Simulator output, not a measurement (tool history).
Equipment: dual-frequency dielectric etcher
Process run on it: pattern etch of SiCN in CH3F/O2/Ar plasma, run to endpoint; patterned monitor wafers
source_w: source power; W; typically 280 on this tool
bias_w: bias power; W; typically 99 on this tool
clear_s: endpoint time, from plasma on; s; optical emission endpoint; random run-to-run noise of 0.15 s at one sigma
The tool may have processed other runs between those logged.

run,hour,source_w,bias_w,"incoming incoming film thickness, nm",clear_s
1,0.0,280,99,10.83,30.9
2,97.7,280,99,10.73,30.2
3,169.4,280,99,10.88,30.6
4,238.5,280,99,10.80,30.5
5,283.5,280,99,10.75,30.3
6,348.7,280,117,10.80,28.6
# hour 439.2: wet clean of the chamber
7,454.6,280,117,10.61,28.6
8,538.6,280,117,10.73,28.8
9,626.3,280,99,10.84,30.7
# hour 752.4: upper electrode replaced
10,752.9,280,99,10.64,30.2
11,778.5,280,86,10.84,32.0
12,853.3,280,99,10.92,30.9
13,900.8,220,111,10.84,31.8
14,961.9,280,99,10.84,30.4
15,1044.2,280,91,10.80,31.2
16,1126.9,280,99,10.79,30.0
# hour 1261.2: wet clean of the chamber
17,1328.6,230,82,10.75,35.3
18,1378.6,260,88,10.79,32.7
# hour 1533.9: source power generator calibrated
19,1641.5,300,80,10.68,31.7
20,1723.1,320,89,10.88,30.1
21,1796.6,310,118,10.91,27.4
# hour 1846.9: bias power generator calibrated
22,1856.5,310,79,10.93,31.6
23,1900.9,220,99,10.77,33.0
24,1961.2,250,110,10.74,29.8
# hour 2030.6: wet clean of the chamber
25,2053.9,280,99,10.82,30.9
26,2145.8,280,99,10.87,30.9
27,2194.4,280,99,10.78,30.6
28,2261.7,220,78,10.80,36.3
29,2332.1,240,85,10.73,33.6
30,2520.6,280,99,10.79,30.2
31,2594.1,240,91,10.70,32.9
32,2634.1,340,77,10.87,30.8
33,2720.8,230,85,10.86,34.5
34,2761.6,250,99,10.93,31.6
# hour 2854.2: wet clean of the chamber
# hour 2860.6: upper electrode replaced
35,2861.1,340,91,10.71,29.4

4 ways to go on from here, each from the tool as it stands after run 35. What would each give?
A,2861.5,280,116,10.72,?
B,2861.5,310,92,10.72,?
C,2861.5,330,109,10.72,?
D,2861.5,310,111,10.72,?

run,clear_s
A,28.9
B,30.2
C,27.8
D,28.3
Had the tool no hidden state, the same runs would have come out as:
run,clear_s
A,28.9
B,30.2
C,27.8
D,28.3
